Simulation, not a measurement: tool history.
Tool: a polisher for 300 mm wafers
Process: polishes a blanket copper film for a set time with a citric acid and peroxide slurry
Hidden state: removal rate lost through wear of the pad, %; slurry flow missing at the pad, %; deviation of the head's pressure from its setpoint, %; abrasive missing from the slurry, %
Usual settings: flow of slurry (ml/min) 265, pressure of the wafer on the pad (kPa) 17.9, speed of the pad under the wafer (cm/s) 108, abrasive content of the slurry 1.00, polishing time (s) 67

run,hour,flow of slurry (ml/min),pressure of the wafer on the pad (kPa),speed of the pad under the wafer (cm/s),abrasive content of the slurry,polishing time (s),wafers since the last listed run,wafers polished on this pad,hours since the slurry nozzle was cleaned,hours since the head pressure was calibrated,hours since the slurry blender was calibrated,"incoming thickness of the incoming film, nm",film removed (Å)
1,0.0,265,17.9,108,1.00,79,0,5266,226.0,1157.9,151.8,1201.0,1415
# hour 98.7: worn pad replaced by a new one
2,125.6,265,17.9,108,1.00,79,1093,241,351.6,1283.5,277.4,1216.1,1403
# hour 168.9: head pressure recalibrated
3,227.5,265,17.9,108,1.00,67,898,1140,453.5,58.6,379.3,1189.0,1171
4,302.1,265,17.9,108,1.00,67,670,1811,528.1,133.2,453.9,1187.7,1194
# hour 351.6: slurry nozzle cleaned
5,386.0,215,17.9,108,0.90,67,745,2556,34.4,217.1,537.8,1204.3,1135
6,447.2,215,17.9,108,0.90,67,550,3107,95.6,278.3,599.0,1211.0,1113
# hour 506.6: slurry blender recalibrated
7,676.1,265,22.8,108,1.00,67,2040,5147,324.5,507.2,169.5,1206.4,1494
8,748.9,265,22.8,108,1.00,67,654,5802,397.3,580.0,242.3,1201.4,1500
9,787.6,265,17.9,108,1.00,67,348,6150,436.0,618.7,281.0,1188.1,1184
# hour 801.2: worn pad replaced by a new one
10,883.1,265,17.9,108,1.00,67,822,736,531.5,714.2,376.5,1203.2,1191
# hour 905.9: slurry nozzle cleaned
11,988.7,265,15.9,108,1.00,67,940,1677,82.8,819.8,482.1,1198.9,1070
12,1026.9,265,17.9,108,1.00,67,343,2021,121.0,858.0,520.3,1219.3,1197
13,1064.1,265,17.9,108,0.85,67,334,2355,158.2,895.2,557.5,1205.0,1138
# hour 1114.3: slurry blender recalibrated
14,1244.6,180,12.4,108,1.15,52,1605,3961,338.7,1075.7,130.3,1204.4,629
# hour 1413.4: head pressure recalibrated
15,1462.7,265,17.9,120,1.10,45,1943,5904,556.8,49.3,348.4,1178.0,893
# hour 1468.5: slurry nozzle cleaned
# hour 1478.8: worn pad replaced by a new one
16,1523.9,265,17.9,108,1.00,67,505,405,55.4,110.5,409.6,1201.4,1193
17,1620.7,180,17.9,108,1.00,51,870,1276,152.2,207.3,506.4,1188.5,868
18,1714.7,265,12.4,124,1.20,67,845,2121,246.2,301.3,600.4,1221.6,984
# hour 1726.1: slurry blender recalibrated
19,1775.5,265,14.5,136,1.00,88,528,2650,307.0,362.1,49.4,1201.6,1571
20,1872.9,305,13.8,108,1.20,53,875,3526,404.4,459.5,146.8,1206.7,767
21,1949.4,265,13.8,108,1.00,67,688,4214,480.9,536.0,223.3,1209.8,904
22,1991.8,265,17.9,108,1.00,67,381,4596,523.3,578.4,265.7,1199.4,1209
# hour 2034.7: worn pad replaced by a new one
23,2075.3,265,22.1,126,1.00,67,715,365,606.8,661.9,349.2,1196.3,1675
# hour 2092.9: slurry nozzle cleaned
24,2139.8,305,17.9,108,1.00,80,571,936,46.9,726.4,413.7,1214.9,1433
25,2234.7,295,17.9,120,1.25,67,853,1789,141.8,821.3,508.6,1210.8,1398
# hour 2305.1: slurry blender recalibrated
26,2320.4,195,17.9,92,1.00,50,752,2542,227.5,907.0,15.3,1210.2,723
27,2514.2,200,17.9,108,0.70,67,1742,4285,421.3,1100.8,209.1,1190.0,1074
28,2550.4,265,17.9,108,1.00,67,325,4611,457.5,1137.0,245.3,1191.2,1190
# hour 2570.9: worn pad replaced by a new one
29,2622.4,355,23.4,108,0.80,47,611,463,529.5,1209.0,317.3,1216.7,1045
30,2681.1,305,17.9,108,1.00,67,527,991,588.2,1267.7,376.0,1213.0,1193

Forecast each of these 4 alternatives for the next run:
A,2681.6,265,17.9,108,1.00,67,4,995,588.7,1268.2,376.5,1190.4,?
B,2681.6,295,17.9,108,1.10,67,4,995,588.7,1268.2,376.5,1190.4,?
C,2681.6,265,17.9,82,0.85,67,4,995,588.7,1268.2,376.5,1190.4,?
D,2681.6,265,17.9,108,1.10,67,4,995,588.7,1268.2,376.5,1190.4,?

run,film removed (Å)
A,1202
B,1235
C,893
D,1223
Without the tool's hidden state the same runs would have given:
run,film removed (Å)
A,1202
B,1235
C,893
D,1223
